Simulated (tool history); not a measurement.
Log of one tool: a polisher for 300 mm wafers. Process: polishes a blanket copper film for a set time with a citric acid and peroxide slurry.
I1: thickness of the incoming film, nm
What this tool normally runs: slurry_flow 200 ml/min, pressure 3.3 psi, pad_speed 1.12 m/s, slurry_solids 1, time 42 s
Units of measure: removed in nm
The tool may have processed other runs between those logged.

run 1 hour=0 | slurry_flow=200 pressure=3.3 pad_speed=1.12 slurry_solids=1 time=53 | I1=1086.7 | removed=127.1
run 2 hour=35.8 | slurry_flow=200 pressure=3.3 pad_speed=1.12 slurry_solids=1 time=42 | I1=1079.7 | removed=104.6
run 3 hour=66.1 | slurry_flow=200 pressure=3.3 pad_speed=1.12 slurry_solids=1 time=42 | I1=1077.1 | removed=104.3
run 4 hour=80 | slurry_flow=200 pressure=3.3 pad_speed=1.12 slurry_solids=0.8 time=42 | I1=1088.7 | removed=98.9
run 5 hour=103.2 | slurry_flow=200 pressure=3.3 pad_speed=1.12 slurry_solids=0.8 time=42 | I1=1060.4 | removed=95.8
-- hour=119.9 worn pad replaced by a new one
run 6 hour=126.4 | slurry_flow=200 pressure=3.3 pad_speed=1.12 slurry_solids=1 time=42 | I1=1082.8 | removed=103.3
run 7 hour=142.4 | slurry_flow=200 pressure=3.3 pad_speed=1.42 slurry_solids=0.85 time=42 | I1=1089.6 | removed=120.4
-- hour=149.1 slurry blender recalibrated
run 8 hour=160.3 | slurry_flow=200 pressure=3.3 pad_speed=1.12 slurry_solids=1 time=42 | I1=1066.6 | removed=100.9
run 9 hour=173.3 | slurry_flow=200 pressure=3.3 pad_speed=1.12 slurry_solids=1 time=42 | I1=1085 | removed=100.6
run 10 hour=202.2 | slurry_flow=200 pressure=3.3 pad_speed=1.12 slurry_solids=1 time=42 | I1=1082.3 | removed=98.3
run 11 hour=224.7 | slurry_flow=240 pressure=3.3 pad_speed=1.12 slurry_solids=0.85 time=42 | I1=1064.9 | removed=99.8
run 12 hour=237.8 | slurry_flow=160 pressure=4.2 pad_speed=1.44 slurry_solids=1 time=33 | I1=1083.5 | removed=114.4
run 13 hour=253.3 | slurry_flow=200 pressure=3.3 pad_speed=1.12 slurry_solids=1 time=42 | I1=1071 | removed=99.9
run 14 hour=266.6 | slurry_flow=200 pressure=4 pad_speed=1.12 slurry_solids=0.8 time=42 | I1=1068.7 | removed=113.9
-- hour=280 head pressure recalibrated
run 15 hour=282.4 | slurry_flow=200 pressure=3.3 pad_speed=1.12 slurry_solids=1 time=42 | I1=1064.2 | removed=101.3
-- hour=304 worn pad replaced by a new one
run 16 hour=314.6 | slurry_flow=130 pressure=3.3 pad_speed=0.9 slurry_solids=0.9 time=42 | I1=1060.5 | removed=74.4
run 17 hour=327.6 | slurry_flow=200 pressure=4 pad_speed=1.12 slurry_solids=0.8 time=42 | I1=1057.1 | removed=107.1
run 18 hour=340.7 | slurry_flow=200 pressure=3.3 pad_speed=1.12 slurry_solids=1 time=55 | I1=1066.4 | removed=125.7
run 19 hour=362 | slurry_flow=180 pressure=3.3 pad_speed=0.74 slurry_solids=1.25 time=34 | I1=1072.4 | removed=59.4
-- hour=367.9 slurry nozzle cleaned
run 20 hour=390.2 | slurry_flow=235 pressure=3.9 pad_speed=1.12 slurry_solids=1.1 time=52 | I1=1073.5 | removed=155.5
run 21 hour=407.1 | slurry_flow=150 pressure=3.3 pad_speed=1.12 slurry_solids=1 time=42 | I1=1056.6 | removed=96.7
run 22 hour=439 | slurry_flow=170 pressure=3.3 pad_speed=1.44 slurry_solids=1 time=48 | I1=1066.1 | removed=143.5
run 23 hour=459 | slurry_flow=200 pressure=3.3 pad_speed=1.12 slurry_solids=1 time=42 | I1=1058.3 | removed=100.4
-- hour=473.8 worn pad replaced by a new one
run 24 hour=486.3 | slurry_flow=200 pressure=3.3 pad_speed=1.12 slurry_solids=1 time=53 | I1=1076.2 | removed=130.4
run 25 hour=498.5 | slurry_flow=255 pressure=3.3 pad_speed=1.3 slurry_solids=1.2 time=42 | I1=1076 | removed=125.5
run 26 hour=528.1 | slurry_flow=200 pressure=3.3 pad_speed=1.22 slurry_solids=1 time=42 | I1=1070.5 | removed=105.9
-- hour=535.7 slurry blender recalibrated
run 27 hour=562.3 | slurry_flow=200 pressure=3.3 pad_speed=1.12 slurry_solids=1 time=42 | I1=1075.8 | removed=105.3
run 28 hour=592.8 | slurry_flow=200 pressure=3.3 pad_speed=1.5 slurry_solids=1 time=36 | I1=1061.7 | removed=109.8
run 29 hour=605.3 | slurry_flow=200 pressure=2.7 pad_speed=0.92 slurry_solids=1 time=42 | I1=1055.7 | removed=74
run 30 hour=639.2 | slurry_flow=160 pressure=3.3 pad_speed=1.12 slurry_solids=1 time=51 | I1=1075.2 | removed=121.8
run 31 hour=668.9 | slurry_flow=245 pressure=3.3 pad_speed=0.92 slurry_solids=0.85 time=48 | I1=1067.9 | removed=97.4

The same runs without the tool's hidden state, with the same run-to-run variation:
Hidden state present: removal rate lost through wear of the pad, %; slurry flow missing at the pad, %; deviation of the head's pressure from its setpoint, %; abrasive missing from the slurry, %.
run=1 removed=127.9
run=2 removed=105.6
run=3 removed=105.6
run=4 removed=100.2
run=5 removed=97.3
run=6 removed=105.2
run=7 removed=123
run=8 removed=103.3
run=9 removed=103.3
run=10 removed=101.3
run=11 removed=102.8
run=12 removed=119.8
run=13 removed=104.2
run=14 removed=119.2
run=15 removed=106.4
run=16 removed=81
run=17 removed=114.2
run=18 removed=134.6
run=19 removed=64.7
run=20 removed=156.1
run=21 removed=97.4
run=22 removed=144.5
run=23 removed=101
run=24 removed=131.4
run=25 removed=126.3
run=26 removed=106.9
run=27 removed=106.6
run=28 removed=111.4
run=29 removed=75.1
run=30 removed=124.7
run=31 removed=99.3

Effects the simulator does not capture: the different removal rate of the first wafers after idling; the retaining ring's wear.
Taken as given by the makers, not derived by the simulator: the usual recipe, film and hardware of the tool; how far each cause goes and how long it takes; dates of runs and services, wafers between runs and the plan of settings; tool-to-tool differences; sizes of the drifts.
